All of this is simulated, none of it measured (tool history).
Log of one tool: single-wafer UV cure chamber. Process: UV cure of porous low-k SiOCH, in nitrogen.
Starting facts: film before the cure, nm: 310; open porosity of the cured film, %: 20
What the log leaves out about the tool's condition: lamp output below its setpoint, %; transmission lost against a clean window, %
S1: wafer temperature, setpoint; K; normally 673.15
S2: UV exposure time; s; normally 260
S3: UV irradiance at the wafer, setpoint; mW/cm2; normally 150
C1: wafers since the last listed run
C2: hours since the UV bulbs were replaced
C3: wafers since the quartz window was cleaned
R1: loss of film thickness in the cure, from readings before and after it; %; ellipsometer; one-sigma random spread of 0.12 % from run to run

Run 1, hour 0: usual settings but S3 135 mW/cm2; C1 0; C2 3336.7; C3 527. Result: R1 13.44 %.
Run 2, hour 14.9: usual settings; C1 63; C2 3351.6; C3 590. Result: R1 13.61 %.
Run 3, hour 30.6: usual settings; C1 66; C2 3367.3; C3 657. Result: R1 13.778 %.
Run 4, hour 41.1: usual settings; C1 44; C2 3377.8; C3 701. Result: R1 13.991 %.
Run 5, hour 47.2: usual settings but S2 190 s; C1 25; C2 3383.9; C3 727. Result: R1 11.996 %.
Run 6, hour 59.7: usual settings but S1 659.15 K; C1 53; C2 3396.4; C3 780. Result: R1 13.22 %.
Run 7, hour 71: usual settings but S1 659.15 K; C1 47; C2 3407.7; C3 828. Result: R1 13.504 %.
At hour 88.3: UV bulbs replaced.
At hour 95.6: quartz window cleaned.
Run 8, hour 96.1: usual settings but S2 190 s; C1 41; C2 7.8; C3 2. Result: R1 13.35 %.
Run 9, hour 97.7: usual settings; C1 6; C2 9.4; C3 9. Result: R1 14.707 %.
Run 10, hour 104.9: usual settings but S1 687.15 K, S2 200 s; C1 30; C2 16.6; C3 39. Result: R1 13.775 %.
Run 11, hour 115.2: usual settings but S1 682.15 K, S2 115 s, S3 119 mW/cm2; C1 43; C2 26.9; C3 83. Result: R1 9.751 %.
Run 12, hour 129.3: usual settings but S1 655.15 K, S2 350 s; C1 59; C2 41; C3 143. Result: R1 15.726 %.
Run 13, hour 136.1: usual settings but S1 682.15 K, S2 370 s; C1 28; C2 47.8; C3 172. Result: R1 16.248 %.
Run 14, hour 144.6: usual settings but S2 205 s, S3 117 mW/cm2; C1 36; C2 56.3; C3 208. Result: R1 11.931 %.
Run 15, hour 158.4: usual settings but S1 685.15 K, S2 175 s; C1 58; C2 70.1; C3 266. Result: R1 12.41 %.

What if the next run were any one of these 5? Each begins from the tool's condition after run 15:
Run A, hour 158.9: usual settings but S2 125 s; C1 2; C2 70.6; C3 268. Result: R1 ?.
Run B, hour 158.9: usual settings but S2 210 s, S3 175 mW/cm2; C1 2; C2 70.6; C3 268. Result: R1 ?.
Run C, hour 158.9: usual settings but S1 662.15 K, S2 180 s, S3 112 mW/cm2; C1 2; C2 70.6; C3 268. Result: R1 ?.
Run D, hour 158.9: usual settings but S1 667.15 K, S2 185 s, S3 133 mW/cm2; C1 2; C2 70.6; C3 268. Result: R1 ?.
Run E, hour 158.9: usual settings but S1 656.15 K, S2 200 s, S3 139 mW/cm2; C1 2; C2 70.6; C3 268. Result: R1 ?.

run      R1
  A  10.681
  B  13.887
  C  10.817
  D  11.837
  E  12.209
What these runs would have given with no unlogged condition in the tool:
run      R1
  A  11.353
  B  14.607
  C  11.491
  D  12.528
  E  12.906

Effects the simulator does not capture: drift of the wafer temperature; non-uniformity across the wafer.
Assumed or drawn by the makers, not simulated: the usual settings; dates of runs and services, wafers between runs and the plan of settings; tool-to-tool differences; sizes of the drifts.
